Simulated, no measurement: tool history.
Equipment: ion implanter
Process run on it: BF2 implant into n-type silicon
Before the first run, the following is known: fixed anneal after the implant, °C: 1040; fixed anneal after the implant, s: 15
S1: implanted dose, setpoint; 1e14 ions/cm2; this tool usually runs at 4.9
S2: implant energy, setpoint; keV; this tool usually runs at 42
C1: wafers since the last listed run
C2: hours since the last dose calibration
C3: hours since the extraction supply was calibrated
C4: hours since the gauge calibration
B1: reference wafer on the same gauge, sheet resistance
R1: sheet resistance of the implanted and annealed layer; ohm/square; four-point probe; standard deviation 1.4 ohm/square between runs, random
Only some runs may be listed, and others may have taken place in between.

run   hour    S1    S2    C1      C2      C3     C4      B1      R1
  1      0  5.78    36     0  1113.2  6662.1  186.1  246.95   211.7
  2   19.4  3.87    45   440  1132.6  6681.5  205.5  246.94  290.52
  3   85.3  3.87    45  1497  1198.5  6747.4  271.4  246.98  289.17
  4  112.2   4.9  48.5   611  1225.4  6774.3  298.3  247.17  236.06
  5  157.7   4.9  48.5  1033  1270.9  6819.8  343.8  246.84  235.31
  6  179.3  3.95    42   490  1292.5  6841.4  365.4  246.86  282.51
  7  193.8  3.95    42   329    1307  6855.9  379.9   247.1  285.62
  8  216.5  3.95    42   515  1329.7  6878.6  402.6  246.96  286.34
  9  245.1   4.9    42   649  1358.3  6907.2  431.2   247.1  237.51
 10  270.6   4.9    42   579  1383.8  6932.7  456.7  246.96  240.23
 11  285.2  5.39    42   331  1398.4  6947.3  471.3  247.09  222.02
 12  317.4   4.9  48.5   731  1430.6  6979.5  503.5     247  235.27
     325.5  -- gauge calibrated
 13  352.4  3.88    42   795  1465.6  7014.5   26.9  246.83  291.16
 14  387.2  3.96  32.5   790  1500.4  7049.3   61.7  247.06  294.13
 15  419.7   4.9    42   738  1532.9  7081.8   94.2  246.88  240.46
 16  439.7  6.16  51.5   454  1552.9  7101.8  114.2  246.84  192.75
     453.2  -- extraction supply calibrated
     457.7  -- Faraday cup replaced and dose calibrated
 17    470   4.9    49   403    12.3    16.8  144.5   247.1  237.11
 18    505  4.39    31   795    47.3    51.8  179.5  247.09  270.68
 19  530.8  3.44    42   586    73.1    77.6  205.3  246.86  321.56
 20  554.8  4.26  54.5   545    97.1   101.6  229.3  247.14  261.11
 21    589   4.9  37.5   777   131.3   135.8  263.5  246.81  242.33

Consider 4 possible next runs. They are alternatives, not a sequence: every one starts from the tool as it was left by run 21. What does each give?
  A  589.4   4.9    38   9  131.7  136.2  263.9   ?   ?
  B  589.4  5.74    33   9  131.7  136.2  263.9   ?   ?
  C  589.4  5.63    38   9  131.7  136.2  263.9   ?   ?
  D  589.4  4.01  27.5   9  131.7  136.2  263.9   ?   ?

run     B1      R1
  A  247.2  241.13
  B  247.2  213.78
  C  247.2  214.22
  D  247.2  294.52
Without the tool's unlogged condition, the same runs would have read:
run      R1
  A  241.13
  B  213.78
  C  214.22
  D  294.52

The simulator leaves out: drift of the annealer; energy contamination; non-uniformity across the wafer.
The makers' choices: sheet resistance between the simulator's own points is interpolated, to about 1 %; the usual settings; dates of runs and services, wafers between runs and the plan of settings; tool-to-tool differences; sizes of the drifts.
